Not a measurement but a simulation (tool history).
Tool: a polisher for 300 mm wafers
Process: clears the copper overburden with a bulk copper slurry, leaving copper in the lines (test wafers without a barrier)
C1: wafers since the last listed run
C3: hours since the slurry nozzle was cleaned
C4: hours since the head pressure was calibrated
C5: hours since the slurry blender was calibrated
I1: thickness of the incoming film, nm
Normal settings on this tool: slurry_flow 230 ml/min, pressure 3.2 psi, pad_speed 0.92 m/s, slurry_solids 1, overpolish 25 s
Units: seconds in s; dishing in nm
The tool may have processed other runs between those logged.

Run 1, day 0: usual settings but slurry_flow 270 ml/min; C1 0; wafers polished on this pad 854; C3 146.5; C4 1.2; C5 226.9; I1 818.2. Result: seconds 91 s, dishing 106.1 nm.
Run 2, day 1.488: usual settings but slurry_flow 270 ml/min; C1 204; wafers polished on this pad 1058; C3 182.2; C4 36.9; C5 262.6; I1 794.9. Result: seconds 90.3 s, dishing 106.4 nm.
Run 3, day 2.671: usual settings but pad_speed 1.12 m/s; C1 162; wafers polished on this pad 1220; C3 210.6; C4 65.3; C5 291; I1 792.5. Result: seconds 77.5 s, dishing 111.9 nm.
Run 4, day 4.117: usual settings but pad_speed 1.12 m/s; C1 198; wafers polished on this pad 1418; C3 245.3; C4 100; C5 325.7; I1 788.4. Result: seconds 75.6 s, dishing 112.7 nm.
Run 5, day 4.717: usual settings but pad_speed 1.02 m/s, slurry_solids 0.8; C1 82; wafers polished on this pad 1501; C3 259.7; C4 114.4; C5 340.1; I1 812.9. Result: seconds 90.9 s, dishing 107.1 nm.
At day 5.788: worn pad replaced by a new one.
Run 6, day 5.808: usual settings but pad_speed 1.04 m/s; C1 126; wafers polished on this pad 2; C3 285.9; C4 140.6; C5 366.3; I1 786.8. Result: seconds 81.9 s, dishing 109 nm.
At day 7.362: slurry blender recalibrated.
Run 7, day 10.179: usual settings but slurry_flow 260 ml/min; C1 588; wafers polished on this pad 590; C3 390.8; C4 245.5; C5 67.6; I1 797.7. Result: seconds 94.6 s, dishing 101.6 nm.
Run 8, day 11.442: usual settings; C1 173; wafers polished on this pad 763; C3 421.1; C4 275.8; C5 97.9; I1 793.3. Result: seconds 95.8 s, dishing 101.8 nm.
Run 9, day 12.412: usual settings; C1 133; wafers polished on this pad 897; C3 444.4; C4 299.1; C5 121.2; I1 802.1. Result: seconds 100 s, dishing 102 nm.
Run 10, day 13.612: usual settings but slurry_flow 295 ml/min, slurry_solids 0.9, overpolish 29 s; C1 164; wafers polished on this pad 1061; C3 473.2; C4 327.9; C5 150; I1 792.3. Result: seconds 94.8 s, dishing 112.1 nm.
Run 11, day 14.142: usual settings but pad_speed 1.12 m/s, slurry_solids 0.8; C1 72; wafers polished on this pad 1134; C3 485.9; C4 340.6; C5 162.7; I1 801.3. Result: seconds 84.1 s, dishing 107.6 nm.
Run 12, day 15.475: usual settings but overpolish 13 s; C1 182; wafers polished on this pad 1317; C3 517.9; C4 372.6; C5 194.7; I1 788.3. Result: seconds 100 s, dishing 65.6 nm.
At day 15.925: slurry nozzle cleaned.
Run 13, day 16.433: usual settings but overpolish 31 s; C1 125; wafers polished on this pad 1442; C3 12.2; C4 395.6; C5 217.7; I1 803.9. Result: seconds 93.7 s, dishing 114.7 nm.
At day 17.617: worn pad replaced by a new one.
Run 14, day 20.867: usual settings but overpolish 13 s; C1 585; wafers polished on this pad 446; C3 118.6; C4 502; C5 324.1; I1 800.2. Result: seconds 95.1 s, dishing 67.1 nm.
At day 22.358: head pressure recalibrated.
Run 15, day 22.379: usual settings but pad_speed 1.2 m/s; C1 196; wafers polished on this pad 642; C3 154.9; C4 0.5; C5 360.4; I1 788.8. Result: seconds 70.9 s, dishing 121.8 nm.
Run 16, day 24.792: usual settings; C1 330; wafers polished on this pad 973; C3 212.8; C4 58.4; C5 418.3; I1 806.3. Result: seconds 94.8 s, dishing 102.3 nm.
Run 17, day 25.304: usual settings but slurry_flow 180 ml/min, pad_speed 1.08 m/s, slurry_solids 1.15, overpolish 38 s; C1 70; wafers polished on this pad 1043; C3 225.1; C4 70.7; C5 430.6; I1 797.8. Result: seconds 80.4 s, dishing 129.3 nm.
At day 25.933: slurry blender recalibrated.
Run 18, day 25.954: usual settings but slurry_solids 0.85; C1 77; wafers polished on this pad 1121; C3 240.7; C4 86.3; C5 0.5; I1 793.7. Result: seconds 94.8 s, dishing 100.6 nm.
Run 19, day 26.475: usual settings but slurry_flow 280 ml/min, pressure 2.7 psi, pad_speed 1.22 m/s, overpolish 14 s; C1 71; wafers polished on this pad 1192; C3 253.2; C4 98.8; C5 13; I1 812. Result: seconds 84.1 s, dishing 79.1 nm.
Run 20, day 27.05: usual settings but overpolish 20 s; C1 78; wafers polished on this pad 1271; C3 267; C4 112.6; C5 26.8; I1 807.1. Result: seconds 97.1 s, dishing 92.1 nm.
Run 21, day 27.696: usual settings but pad_speed 0.62 m/s, overpolish 30 s; C1 88; wafers polished on this pad 1359; C3 282.5; C4 128.1; C5 42.3; I1 797.3. Result: seconds 132.9 s, dishing 92.9 nm.
At day 28.146: worn pad replaced by a new one.
Run 22, day 28.312: usual settings but slurry_flow 205 ml/min, overpolish 31 s; C1 61; wafers polished on this pad 22; C3 297.3; C4 142.9; C5 57.1; I1 796.1. Result: seconds 97 s, dishing 114.3 nm.
Run 23, day 29.554: usual settings but slurry_flow 260 ml/min, pressure 2.3 psi; C1 170; wafers polished on this pad 192; C3 327.1; C4 172.7; C5 86.9; I1 805.9. Result: seconds 130 s, dishing 80.5 nm.
Run 24, day 30.262: usual settings but slurry_flow 295 ml/min, pad_speed 1.22 m/s, overpolish 12 s; C1 97; wafers polished on this pad 290; C3 344.1; C4 189.7; C5 103.9; I1 795.1. Result: seconds 70 s, dishing 79.2 nm.
Run 25, day 31.562: usual settings but pressure 2.1 psi, overpolish 18 s; C1 178; wafers polished on this pad 468; C3 375.3; C4 220.9; C5 135.1; I1 785.9. Result: seconds 144.4 s, dishing 62.1 nm.
Run 26, day 32.917: usual settings but pressure 3.8 psi; C1 185; wafers polished on this pad 654; C3 407.8; C4 253.4; C5 167.6; I1 795.9. Result: seconds 82.6 s, dishing 113.5 nm.
Run 27, day 33.988: usual settings but overpolish 39 s; C1 146; wafers polished on this pad 801; C3 433.5; C4 279.1; C5 193.3; I1 800.1. Result: seconds 93.7 s, dishing 123 nm.
Run 28, day 34.621: usual settings but slurry_flow 285 ml/min; C1 86; wafers polished on this pad 887; C3 448.7; C4 294.3; C5 208.5; I1 802.7. Result: seconds 97.2 s, dishing 100.2 nm.

Below, some changes in seconds between adjacent runs. For each, the amount present without the hidden state too (settings, incoming material, random variation) and the amount remaining for the hidden state with gauge scatter not shared by both compared results:
What the log doesn't record here: removal rate lost through wear of the pad, %; slurry flow missing at the pad, %; deviation of the head's pressure from its setpoint, %; abrasive missing from the slurry, %.
Run 12 -> 13: overpolish 13 -> 31, slurry nozzle cleaned. seconds -6.3 s: hidden state -5.3, all else -1.
Run 24 -> 25: slurry_flow 295 -> 230, pressure 3.2 -> 2.1, pad_speed 1.22 -> 0.92, overpolish 12 -> 18. seconds +74.4 s: hidden state +4.6, all else +69.8.
Run 25 -> 26: pressure 2.1 -> 3.8, overpolish 18 -> 25. seconds -61.8 s: hidden state -2.5, all else -59.3.
